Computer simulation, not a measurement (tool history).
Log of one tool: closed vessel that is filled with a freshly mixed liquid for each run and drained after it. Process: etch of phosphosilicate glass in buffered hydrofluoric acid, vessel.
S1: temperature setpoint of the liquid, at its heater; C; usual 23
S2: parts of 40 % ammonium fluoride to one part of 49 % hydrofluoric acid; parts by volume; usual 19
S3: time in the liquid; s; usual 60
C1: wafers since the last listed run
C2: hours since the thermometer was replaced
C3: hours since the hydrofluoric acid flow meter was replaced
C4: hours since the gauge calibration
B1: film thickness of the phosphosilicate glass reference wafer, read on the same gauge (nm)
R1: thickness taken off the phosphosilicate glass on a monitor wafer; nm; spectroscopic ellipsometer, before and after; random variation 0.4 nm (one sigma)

run 1 hour=0 | S1=26.5 S2=19 S3=60 | C1=0 C2=275.9 C3=698.8 C4=107.4 | B1=39.84 | R1=112.03
run 2 hour=89.8 | S1=23 S2=16.5 S3=60 | C1=9430 C2=365.7 C3=788.6 C4=197.2 | B1=39.83 | R1=105.45
run 3 hour=134.6 | S1=23 S2=16.5 S3=60 | C1=4704 C2=410.5 C3=833.4 C4=242 | B1=39.86 | R1=105.05
run 4 hour=177 | S1=23 S2=19 S3=60 | C1=4452 C2=452.9 C3=875.8 C4=284.4 | B1=39.83 | R1=91.27
run 5 hour=247.6 | S1=23 S2=19 S3=60 | C1=7414 C2=523.5 C3=946.4 C4=355 | B1=39.84 | R1=92.04
run 6 hour=316.5 | S1=23 S2=19 S3=60 | C1=7235 C2=592.4 C3=1015.3 C4=423.9 | B1=39.81 | R1=92.08
run 7 hour=368.8 | S1=23 S2=19 S3=60 | C1=5492 C2=644.7 C3=1067.6 C4=476.2 | B1=39.8 | R1=91.71
-- hour=391.1 thermometer replaced
run 8 hour=679.1 | S1=23 S2=19 S3=60 | C1=32482 C2=288 C3=1377.9 C4=786.5 | B1=39.71 | R1=91.61
run 9 hour=718.5 | S1=19 S2=15 S3=95 | C1=4137 C2=327.4 C3=1417.3 C4=825.9 | B1=39.69 | R1=145.79
run 10 hour=782.1 | S1=23 S2=19 S3=40 | C1=6679 C2=391 C3=1480.9 C4=889.5 | B1=39.65 | R1=60.31
run 11 hour=853 | S1=23 S2=13.5 S3=95 | C1=7445 C2=461.9 C3=1551.8 C4=960.4 | B1=39.61 | R1=202.02
-- hour=859.7 hydrofluoric acid flow meter replaced
run 12 hour=907.5 | S1=19.5 S2=19 S3=95 | C1=5618 C2=516.4 C3=47.8 C4=1014.9 | B1=39.6 | R1=118.38
run 13 hour=953 | S1=26 S2=22 S3=30 | C1=4778 C2=561.9 C3=93.3 C4=1060.4 | B1=39.56 | R1=47.94
run 14 hour=1007.7 | S1=25 S2=26 S3=30 | C1=5744 C2=616.6 C3=148 C4=1115.1 | B1=39.53 | R1=40.53
run 15 hour=1048.8 | S1=26 S2=22 S3=40 | C1=4316 C2=657.7 C3=189.1 C4=1156.2 | B1=39.48 | R1=63.86
-- hour=1055.4 thermometer replaced
run 16 hour=1114.2 | S1=19 S2=15 S3=95 | C1=6763 C2=58.8 C3=254.5 C4=1221.6 | B1=39.46 | R1=143.99
run 17 hour=1178.9 | S1=25 S2=19 S3=60 | C1=6794 C2=123.5 C3=319.2 C4=1286.3 | B1=39.44 | R1=101.32
run 18 hour=1239.5 | S1=25 S2=22.5 S3=75 | C1=6364 C2=184.1 C3=379.8 C4=1346.9 | B1=39.39 | R1=110.57
run 19 hour=1341.2 | S1=18.5 S2=19 S3=60 | C1=10680 C2=285.8 C3=481.5 C4=1448.6 | B1=39.31 | R1=70.34
run 20 hour=1410.7 | S1=23 S2=17 S3=60 | C1=7298 C2=355.3 C3=551 C4=1518.1 | B1=39.27 | R1=100.45
run 21 hour=1454.9 | S1=23 S2=22 S3=60 | C1=4641 C2=399.5 C3=595.2 C4=1562.3 | B1=39.23 | R1=80.22
run 22 hour=1494.3 | S1=25.5 S2=13.5 S3=45 | C1=4137 C2=438.9 C3=634.6 C4=1601.7 | B1=39.21 | R1=108.16
run 23 hour=1544.7 | S1=18.5 S2=23.5 S3=40 | C1=5292 C2=489.3 C3=685 C4=1652.1 | B1=39.14 | R1=40.13
run 24 hour=1601.6 | S1=23 S2=19 S3=60 | C1=5975 C2=546.2 C3=741.9 C4=1709 | B1=39.09 | R1=90.46
run 25 hour=1684.8 | S1=27 S2=22 S3=60 | C1=8737 C2=629.4 C3=825.1 C4=1792.2 | B1=39.02 | R1=99.26
run 26 hour=1722.4 | S1=23 S2=19 S3=60 | C1=3948 C2=667 C3=862.7 C4=1829.8 | B1=38.99 | R1=89.15
-- hour=1743.9 thermometer replaced
run 27 hour=1800.9 | S1=27 S2=24.5 S3=60 | C1=8139 C2=57 C3=941.2 C4=1908.3 | B1=38.9 | R1=91.66
run 28 hour=1891.7 | S1=20 S2=14.5 S3=60 | C1=9535 C2=147.8 C3=1032 C4=1999.1 | B1=38.82 | R1=98.77
run 29 hour=1973.8 | S1=23 S2=25.5 S3=30 | C1=8622 C2=229.9 C3=1114.1 C4=2081.2 | B1=38.75 | R1=36.07
run 30 hour=2056.3 | S1=23 S2=14.5 S3=90 | C1=8664 C2=312.4 C3=1196.6 C4=2163.7 | B1=38.65 | R1=173.65
run 31 hour=2094.7 | S1=25.5 S2=14 S3=30 | C1=4032 C2=350.8 C3=1235 C4=2202.1 | B1=38.61 | R1=68.41

What the log doesn't show, run by run:
liquid hotter than its thermometer reads (K): 0 in every run
hydrofluoric acid flow above the setpoint (%): 0 in every run
H1: gauge reads high (%)
run=1 H1=-0.366
run=2 H1=-0.384
run=3 H1=-0.396
run=4 H1=-0.411
run=5 H1=-0.44
run=6 H1=-0.474
run=7 H1=-0.505
run=8 H1=-0.756
run=9 H1=-0.797
run=10 H1=-0.867
run=11 H1=-0.951
run=12 H1=-1.02
run=13 H1=-1.08
run=14 H1=-1.16
run=15 H1=-1.22
run=16 H1=-1.32
run=17 H1=-1.42
run=18 H1=-1.52
run=19 H1=-1.71
run=20 H1=-1.84
run=21 H1=-1.93
run=22 H1=-2.01
run=23 H1=-2.11
run=24 H1=-2.23
run=25 H1=-2.42
run=26 H1=-2.51
run=27 H1=-2.7
run=28 H1=-2.93
run=29 H1=-3.14
run=30 H1=-3.37
run=31 H1=-3.47
